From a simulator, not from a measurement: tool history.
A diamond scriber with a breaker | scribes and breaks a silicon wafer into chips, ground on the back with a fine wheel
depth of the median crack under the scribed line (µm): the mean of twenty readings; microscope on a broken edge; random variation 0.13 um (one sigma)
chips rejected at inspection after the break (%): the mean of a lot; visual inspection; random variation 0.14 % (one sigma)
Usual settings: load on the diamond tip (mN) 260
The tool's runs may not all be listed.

run   hour  load on the diamond tip (mN)  incoming depth of the damage left on the back of the incoming wafer, um  depth of the median crack under the scribed line (µm)  chips rejected at inspection after the break (%)
  1    0.0                           260                                                                     2.27                                                  11.50                                              3.15
  2   50.4                           260                                                                     1.89                                                  11.25                                              3.16
  3   76.4                           260                                                                     1.83                                                  11.77                                              3.58
  4  127.5                           260                                                                     1.54                                                  11.59                                              3.22
  5  168.4                           260                                                                     1.89                                                  11.95                                              3.53
     182.0  -- diamond tip replaced by a new one
  6  205.7                           260                                                                     2.73                                                  11.62                                              4.26
  7  380.0                           260                                                                     2.18                                                  11.74                                              4.06
  8  430.0                           260                                                                     1.53                                                  11.89                                              3.55
     439.3  -- load on the tip recalibrated
  9  501.0                           210                                                                     1.66                                                   9.35                                              9.45
 10  526.3                           260                                                                     2.81                                                  11.05                                              3.45
     528.7  -- diamond tip replaced by a new one
 11  579.7                           320                                                                     2.21                                                  12.88                                             11.27
 12  624.3                           193                                                                     2.07                                                   9.09                                             13.17
 13  683.9                           226                                                                     2.36                                                  10.30                                              3.75
 14  748.2                           218                                                                     2.49                                                  10.10                                              5.06

Forecast each of these 3 alternatives for the next run:
  A  748.7                           324                                                                     2.04                                                      ?                                                 ?
  B  748.7                           310                                                                     2.04                                                      ?                                                 ?
  C  748.7                           305                                                                     2.04                                                      ?                                                 ?

run  depth of the median crack under the scribed line (µm)  chips rejected at inspection after the break (%)
  A                                                  13.38                                             14.80
  B                                                  12.95                                             11.49
  C                                                  12.80                                             10.37
Without the tool's hidden state the same runs would have given:
run  depth of the median crack under the scribed line (µm)  chips rejected at inspection after the break (%)
  A                                                  12.68                                              9.56
  B                                                  12.28                                              7.01
  C                                                  12.14                                              6.21

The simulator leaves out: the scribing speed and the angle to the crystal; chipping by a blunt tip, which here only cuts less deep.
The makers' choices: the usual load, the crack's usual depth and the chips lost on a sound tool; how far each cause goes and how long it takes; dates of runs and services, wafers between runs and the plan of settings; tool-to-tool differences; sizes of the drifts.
